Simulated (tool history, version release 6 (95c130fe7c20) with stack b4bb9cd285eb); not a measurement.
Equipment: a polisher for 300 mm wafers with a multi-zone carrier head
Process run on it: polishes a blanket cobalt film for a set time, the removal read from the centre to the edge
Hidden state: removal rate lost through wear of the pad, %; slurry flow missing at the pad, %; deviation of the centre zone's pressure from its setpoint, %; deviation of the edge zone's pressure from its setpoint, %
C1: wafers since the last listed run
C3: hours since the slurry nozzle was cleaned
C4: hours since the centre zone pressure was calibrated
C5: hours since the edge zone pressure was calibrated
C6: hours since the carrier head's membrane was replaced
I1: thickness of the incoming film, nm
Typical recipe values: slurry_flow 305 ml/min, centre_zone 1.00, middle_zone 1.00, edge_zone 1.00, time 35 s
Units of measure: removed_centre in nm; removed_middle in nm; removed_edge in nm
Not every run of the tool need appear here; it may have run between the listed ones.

run 1 hour=0.0 | slurry_flow=305 centre_zone=1.00 middle_zone=1.00 edge_zone=1.00 time=35 | C1=0 wafers_polished_on_this_pad=4028 C3=473.1 C4=34.0 C5=620.1 C6=207.9 | I1=1469.7 | removed_centre=151.6 removed_middle=155.2 removed_edge=148.6
run 2 hour=86.6 | slurry_flow=305 centre_zone=0.92 middle_zone=1.00 edge_zone=1.00 time=35 | C1=919 wafers_polished_on_this_pad=4948 C3=559.7 C4=120.6 C5=706.7 C6=294.5 | I1=1467.5 | removed_centre=140.4 removed_middle=153.5 removed_edge=151.8
run 3 hour=133.2 | slurry_flow=305 centre_zone=1.00 middle_zone=1.00 edge_zone=1.00 time=35 | C1=494 wafers_polished_on_this_pad=5443 C3=606.3 C4=167.2 C5=753.3 C6=341.1 | I1=1485.9 | removed_centre=152.9 removed_middle=153.8 removed_edge=148.4
run 4 hour=211.1 | slurry_flow=305 centre_zone=1.07 middle_zone=1.00 edge_zone=1.00 time=35 | C1=827 wafers_polished_on_this_pad=6270 C3=684.2 C4=245.1 C5=831.2 C6=419.0 | I1=1465.9 | removed_centre=162.3 removed_middle=153.0 removed_edge=149.9
run 5 hour=250.6 | slurry_flow=305 centre_zone=1.00 middle_zone=1.00 edge_zone=1.00 time=35 | C1=419 wafers_polished_on_this_pad=6689 C3=723.7 C4=284.6 C5=870.7 C6=458.5 | I1=1490.5 | removed_centre=151.9 removed_middle=151.7 removed_edge=147.9
-- hour=254.4 slurry nozzle cleaned
-- hour=267.6 worn pad replaced by a new one
run 6 hour=387.0 | slurry_flow=305 centre_zone=1.00 middle_zone=0.93 edge_zone=1.00 time=35 | C1=1395 wafers_polished_on_this_pad=1267 C3=132.6 C4=421.0 C5=1007.1 C6=594.9 | I1=1491.2 | removed_centre=155.6 removed_middle=147.4 removed_edge=150.7
run 7 hour=444.2 | slurry_flow=220 centre_zone=1.00 middle_zone=1.00 edge_zone=0.95 time=35 | C1=607 wafers_polished_on_this_pad=1875 C3=189.8 C4=478.2 C5=1064.3 C6=652.1 | I1=1465.5 | removed_centre=148.6 removed_middle=151.8 removed_edge=144.7
-- hour=461.6 carrier head's membrane replaced by a new one
run 8 hour=543.0 | slurry_flow=305 centre_zone=1.00 middle_zone=1.00 edge_zone=1.11 time=45 | C1=996 wafers_polished_on_this_pad=2871 C3=288.6 C4=577.0 C5=1163.1 C6=81.4 | I1=1447.2 | removed_centre=196.8 removed_middle=200.4 removed_edge=201.8
run 9 hour=605.9 | slurry_flow=305 centre_zone=1.09 middle_zone=1.10 edge_zone=1.05 time=35 | C1=667 wafers_polished_on_this_pad=3539 C3=351.5 C4=639.9 C5=1226.0 C6=144.3 | I1=1474.5 | removed_centre=166.5 removed_middle=165.8 removed_edge=152.3
-- hour=636.1 edge zone pressure recalibrated
run 10 hour=684.6 | slurry_flow=305 centre_zone=0.94 middle_zone=1.00 edge_zone=1.00 time=35 | C1=814 wafers_polished_on_this_pad=4353 C3=430.2 C4=718.6 C5=48.5 C6=223.0 | I1=1457.4 | removed_centre=142.9 removed_middle=153.9 removed_edge=151.1
run 11 hour=777.3 | slurry_flow=305 centre_zone=1.00 middle_zone=1.00 edge_zone=0.89 time=35 | C1=984 wafers_polished_on_this_pad=5338 C3=522.9 C4=811.3 C5=141.2 C6=315.7 | I1=1451.0 | removed_centre=150.6 removed_middle=153.8 removed_edge=141.4
-- hour=801.6 centre zone pressure recalibrated
run 12 hour=841.4 | slurry_flow=305 centre_zone=1.00 middle_zone=1.00 edge_zone=1.00 time=45 | C1=659 wafers_polished_on_this_pad=5997 C3=587.0 C4=39.8 C5=205.3 C6=379.8 | I1=1472.5 | removed_centre=194.4 removed_middle=196.3 removed_edge=188.0
-- hour=854.9 slurry nozzle cleaned
-- hour=874.3 worn pad replaced by a new one
-- hour=1101.6 carrier head's membrane replaced by a new one
run 13 hour=1137.6 | slurry_flow=230 centre_zone=0.93 middle_zone=1.00 edge_zone=1.00 time=35 | C1=3039 wafers_polished_on_this_pad=2743 C3=282.7 C4=336.0 C5=501.5 C6=36.0 | I1=1468.2 | removed_centre=137.7 removed_middle=151.1 removed_edge=147.5
run 14 hour=1206.0 | slurry_flow=340 centre_zone=1.08 middle_zone=1.05 edge_zone=1.00 time=28 | C1=726 wafers_polished_on_this_pad=3469 C3=351.1 C4=404.4 C5=569.9 C6=104.4 | I1=1483.4 | removed_centre=131.3 removed_middle=130.4 removed_edge=119.9
run 15 hour=1276.6 | slurry_flow=305 centre_zone=1.00 middle_zone=1.00 edge_zone=1.00 time=28 | C1=749 wafers_polished_on_this_pad=4219 C3=421.7 C4=475.0 C5=640.5 C6=175.0 | I1=1491.0 | removed_centre=122.9 removed_middle=121.5 removed_edge=119.5
run 16 hour=1362.7 | slurry_flow=305 centre_zone=1.00 middle_zone=1.12 edge_zone=1.00 time=35 | C1=914 wafers_polished_on_this_pad=5133 C3=507.8 C4=561.1 C5=726.6 C6=261.1 | I1=1487.2 | removed_centre=154.8 removed_middle=169.2 removed_edge=147.7
run 17 hour=1420.1 | slurry_flow=305 centre_zone=1.12 middle_zone=1.00 edge_zone=0.93 time=35 | C1=609 wafers_polished_on_this_pad=5743 C3=565.2 C4=618.5 C5=784.0 C6=318.5 | I1=1472.1 | removed_centre=170.2 removed_middle=154.1 removed_edge=143.9
run 18 hour=1475.1 | slurry_flow=385 centre_zone=1.00 middle_zone=0.97 edge_zone=1.00 time=35 | C1=584 wafers_polished_on_this_pad=6327 C3=620.2 C4=673.5 C5=839.0 C6=373.5 | I1=1446.2 | removed_centre=154.0 removed_middle=152.8 removed_edge=150.8
run 19 hour=1569.0 | slurry_flow=335 centre_zone=1.00 middle_zone=1.00 edge_zone=1.00 time=35 | C1=997 wafers_polished_on_this_pad=7324 C3=714.1 C4=767.4 C5=932.9 C6=467.4 | I1=1476.0 | removed_centre=154.1 removed_middle=154.0 removed_edge=150.0
-- hour=1583.7 slurry nozzle cleaned
-- hour=1629.7 worn pad replaced by a new one
run 20 hour=1654.9 | slurry_flow=360 centre_zone=1.04 middle_zone=1.00 edge_zone=1.12 time=40 | C1=859 wafers_polished_on_this_pad=267 C3=71.2 C4=853.3 C5=1018.8 C6=553.3 | I1=1489.5 | removed_centre=188.1 removed_middle=183.0 removed_edge=189.8
-- hour=1695.7 centre zone pressure recalibrated
run 21 hour=1758.4 | slurry_flow=305 centre_zone=1.00 middle_zone=1.00 edge_zone=1.00 time=35 | C1=1077 wafers_polished_on_this_pad=1345 C3=174.7 C4=62.7 C5=1122.3 C6=656.8 | I1=1482.6 | removed_centre=154.0 removed_middle=155.2 removed_edge=149.2

Measured minus without-hidden-state, run by run (identical run-to-run variation in each term; gauge scatter may differ):
run=1 removed_centre=-5.2 removed_middle=-5.3 removed_edge=-5.1
run=2 removed_centre=-5.1 removed_middle=-5.6 removed_edge=-5.5
run=3 removed_centre=-5.8 removed_middle=-5.7 removed_edge=-5.6
run=4 removed_centre=-6.3 removed_middle=-5.9 removed_edge=-5.8
run=5 removed_centre=-5.9 removed_middle=-5.9 removed_edge=-5.8
run=6 removed_centre=-3.0 removed_middle=-2.8 removed_edge=-2.9
run=7 removed_centre=-3.7 removed_middle=-3.7 removed_edge=-3.6
run=8 removed_centre=-6.3 removed_middle=-6.3 removed_edge=-6.4
run=9 removed_centre=-5.8 removed_middle=-5.7 removed_edge=-5.3
run=10 removed_centre=-5.4 removed_middle=-5.7 removed_edge=-5.6
run=11 removed_centre=-5.9 removed_middle=-6.1 removed_edge=-5.6
run=12 removed_centre=-7.8 removed_middle=-8.0 removed_edge=-7.6
run=13 removed_centre=-4.0 removed_middle=-4.4 removed_edge=-4.3
run=14 removed_centre=-4.3 removed_middle=-4.3 removed_edge=-3.9
run=15 removed_centre=-4.3 removed_middle=-4.2 removed_edge=-4.2
run=16 removed_centre=-5.8 removed_middle=-6.3 removed_edge=-5.5
run=17 removed_centre=-6.6 removed_middle=-5.9 removed_edge=-5.6
run=18 removed_centre=-6.1 removed_middle=-6.0 removed_edge=-5.9
run=19 removed_centre=-6.2 removed_middle=-6.3 removed_edge=-6.0
run=20 removed_centre=-1.0 removed_middle=-1.0 removed_edge=-1.0
run=21 removed_centre=-2.9 removed_middle=-3.0 removed_edge=-2.8
